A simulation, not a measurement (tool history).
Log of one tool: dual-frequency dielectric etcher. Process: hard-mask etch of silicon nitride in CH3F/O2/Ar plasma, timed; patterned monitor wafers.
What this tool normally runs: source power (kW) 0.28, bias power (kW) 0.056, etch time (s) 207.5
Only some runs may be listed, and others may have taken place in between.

run	hour	source power (kW)	bias power (kW)	etch time (s)	wafers since the last listed run	hours since the last wet clean	hours since the last source power generator calibration	hours since the last bias power generator calibration	hours since the last upper electrode change	hours since the gauge calibration	read-back reference wafer on the same gauge, depth_nm	mean etch depth across the wafer (Å)
1	0	0.28	0.056	207.5	0	94.5	2685.4	2257.2	2929.6	907.1	92	1034
2	103.8	0.28	0.056	207.5	446	198.3	2789.2	2361	3033.4	1010.9	92	1031
3	169.6	0.28	0.056	207.5	283	264.1	2855	2426.8	3099.2	1076.7	92	1029
4	254.8	0.28	0.056	207.5	366	349.3	2940.2	2512	3184.4	1161.9	91.9	1027
5	329.4	0.28	0.056	207.5	321	423.9	3014.8	2586.6	3259	1236.5	92	1022
6	405.5	0.32	0.056	207.5	327	500	3090.9	2662.7	3335.1	1312.6	92	1055
# hour 462.3: wet clean of the chamber
7	500.1	0.28	0.056	207.5	303	37.8	3185.5	2757.3	3429.7	1407.2	91.9	1042
8	561.1	0.28	0.056	207.5	262	98.8	3246.5	2818.3	3490.7	1468.2	92	1033
9	639.9	0.28	0.056	207.5	339	177.6	3325.3	2897.1	3569.5	1547	92	1033
# hour 680.5: upper electrode replaced
10	720.4	0.28	0.056	165.5	243	258.1	3405.8	2977.6	39.9	1627.5	92	819
11	825.1	0.28	0.056	165.5	450	362.8	3510.5	3082.3	144.6	1732.2	92	813
# hour 846.1: gauge calibrated
12	915.7	0.25	0.065	207.5	390	453.4	3601.1	3172.9	235.2	69.6	91.9	1031
# hour 952.6: bias power generator calibrated
# hour 985.4: source power generator calibrated
# hour 1007.1: wet clean of the chamber
13	1007.6	0.28	0.051	207.5	268	0.5	22.2	55	327.1	161.5	92	1002
14	1068	0.28	0.056	207.5	260	60.9	82.6	115.4	387.5	221.9	92	1025
15	1154.5	0.28	0.056	207.5	372	147.4	169.1	201.9	474	308.4	91.9	1020
16	1228.7	0.28	0.044	179.5	319	221.6	243.3	276.1	548.2	382.6	92.1	825
17	1272	0.28	0.068	207.5	186	264.9	286.6	319.4	591.5	425.9	92	1081
18	1367.9	0.28	0.056	172.5	412	360.8	382.5	415.3	687.4	521.8	92	845
19	1447.2	0.24	0.07	183.5	341	440.1	461.8	494.6	766.7	601.1	92	920
20	1540.6	0.28	0.048	162	402	533.5	555.2	588	860.1	694.5	91.9	749
# hour 1591: wet clean of the chamber
21	1648.6	0.21	0.056	231.5	361	57.6	663.2	696	968.1	802.5	92	1062
22	1720.7	0.26	0.056	207.5	310	129.7	735.3	768.1	1040.2	874.6	92	1003
23	1803.8	0.31	0.042	252.5	357	212.8	818.4	851.2	1123.3	957.7	91.9	1177
24	1852.8	0.33	0.045	185	210	261.8	867.4	900.2	1172.3	1006.7	92.1	892
25	1947.1	0.34	0.051	247	405	356.1	961.7	994.5	1266.6	1101	92.1	1234
26	2043.8	0.28	0.045	207.5	416	452.8	1058.4	1091.2	1363.3	1197.7	91.9	946
27	2122.1	0.28	0.056	207.5	337	531.1	1136.7	1169.5	1441.6	1276	92	1002
28	2210.9	0.3	0.062	148	382	619.9	1225.5	1258.3	1530.4	1364.8	92	748

Below are 5 alternative next runs, each starting from the tool's condition after run 28. Predict each:
A	2211.4	0.28	0.061	207.5	2	620.4	1226	1258.8	1530.9	1365.3	?	?
B	2211.4	0.31	0.05	158.5	2	620.4	1226	1258.8	1530.9	1365.3	?	?
C	2211.4	0.28	0.056	178	2	620.4	1226	1258.8	1530.9	1365.3	?	?
D	2211.4	0.24	0.042	163.5	2	620.4	1226	1258.8	1530.9	1365.3	?	?
E	2211.4	0.28	0.061	241	2	620.4	1226	1258.8	1530.9	1365.3	?	?

run	read-back reference wafer on the same gauge, depth_nm	mean etch depth across the wafer (Å)
A	91.9	1022
B	91.9	758
C	91.9	855
D	91.9	696
E	91.9	1187
Without the tool's unlogged condition, the same runs would have read:
run	mean etch depth across the wafer (Å)
A	1055
B	782
C	882
D	718
E	1225
